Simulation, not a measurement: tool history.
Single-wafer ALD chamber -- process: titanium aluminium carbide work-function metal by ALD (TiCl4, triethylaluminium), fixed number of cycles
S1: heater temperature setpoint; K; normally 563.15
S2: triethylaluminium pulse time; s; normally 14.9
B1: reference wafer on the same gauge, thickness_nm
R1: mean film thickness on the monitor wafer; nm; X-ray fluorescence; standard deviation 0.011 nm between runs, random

| run | hour | S1 | S2 | B1 | R1 |
|---|---|---|---|---|---|
| 1 | 0 | 556.15 | 14.9 | 2.288 | 2.178 |
| 2 | 66 | 556.15 | 14.9 | 2.289 | 2.182 |
|  | 69.5 | gauge calibrated |
| 3 | 115.1 | 556.15 | 14.9 | 2.291 | 2.166 |
| 4 | 159.1 | 557.15 | 14.9 | 2.291 | 2.196 |
| 5 | 209 | 557.15 | 14.9 | 2.292 | 2.165 |
| 6 | 257.3 | 563.15 | 18.87 | 2.291 | 2.301 |
| 7 | 293.7 | 563.15 | 14.9 | 2.292 | 2.263 |
| 8 | 343.1 | 563.15 | 14.9 | 2.295 | 2.24 |
| 9 | 381.7 | 563.15 | 14.9 | 2.286 | 2.249 |
| 10 | 430.9 | 563.15 | 14.9 | 2.289 | 2.245 |
| 11 | 459.3 | 563.15 | 14.9 | 2.29 | 2.244 |
| 12 | 528.5 | 563.15 | 14.9 | 2.289 | 2.239 |
| 13 | 562.6 | 563.15 | 14.9 | 2.291 | 2.248 |
| 14 | 632.3 | 563.15 | 14.9 | 2.289 | 2.223 |
| 15 | 671.6 | 556.15 | 9.14 | 2.288 | 1.915 |
|  | 704.9 | showerhead replaced |
| 16 | 705.4 | 558.15 | 17.24 | 2.291 | 2.227 |
|  | 728.6 | gauge calibrated |
| 17 | 743.5 | 553.15 | 18.08 | 2.288 | 2.169 |
| 18 | 814.2 | 563.15 | 14.9 | 2.291 | 2.212 |
| 19 | 852 | 571.15 | 11.12 | 2.291 | 2.141 |
| 20 | 880.8 | 563.15 | 14.9 | 2.287 | 2.21 |
|  | 892.7 | triethylaluminium bottle replaced |
| 21 | 906 | 556.15 | 11.63 | 2.293 | 2.175 |
|  | 969.1 | thermocouple changed; heater temperature recalibrated |
| 22 | 973 | 563.15 | 14.9 | 2.289 | 2.217 |
| 23 | 1024.2 | 558.15 | 17.58 | 2.289 | 2.174 |
| 24 | 1092.7 | 574.15 | 18.78 | 2.293 | 2.349 |
| 25 | 1147.5 | 574.15 | 18.78 | 2.291 | 2.365 |
| 26 | 1213.2 | 563.15 | 14.9 | 2.287 | 2.236 |
| 27 | 1255.1 | 577.15 | 16.79 | 2.292 | 2.41 |
| 28 | 1284.2 | 556.15 | 10.95 | 2.291 | 2.09 |

5 ways to go on from here, each from the tool as it stands after run 28. What would each give?
| A | 1284.6 | 576.15 | 14.9 | ? | ? |
| B | 1284.6 | 558.15 | 12.83 | ? | ? |
| C | 1284.6 | 563.15 | 9.79 | ? | ? |
| D | 1284.6 | 549.15 | 10.41 | ? | ? |
| E | 1284.6 | 549.15 | 14.9 | ? | ? |

| run | B1 | R1 |
|---|---|---|
| A | 2.292 | 2.398 |
| B | 2.292 | 2.172 |
| C | 2.292 | 2.131 |
| D | 2.292 | 2.012 |
| E | 2.292 | 2.101 |
The same runs, with their run-to-run variation unchanged, on a tool lacking any hidden condition would have given:
| run | R1 |
|---|---|
| A | 2.385 |
| B | 2.169 |
| C | 2.162 |
| D | 2.031 |
| E | 2.086 |
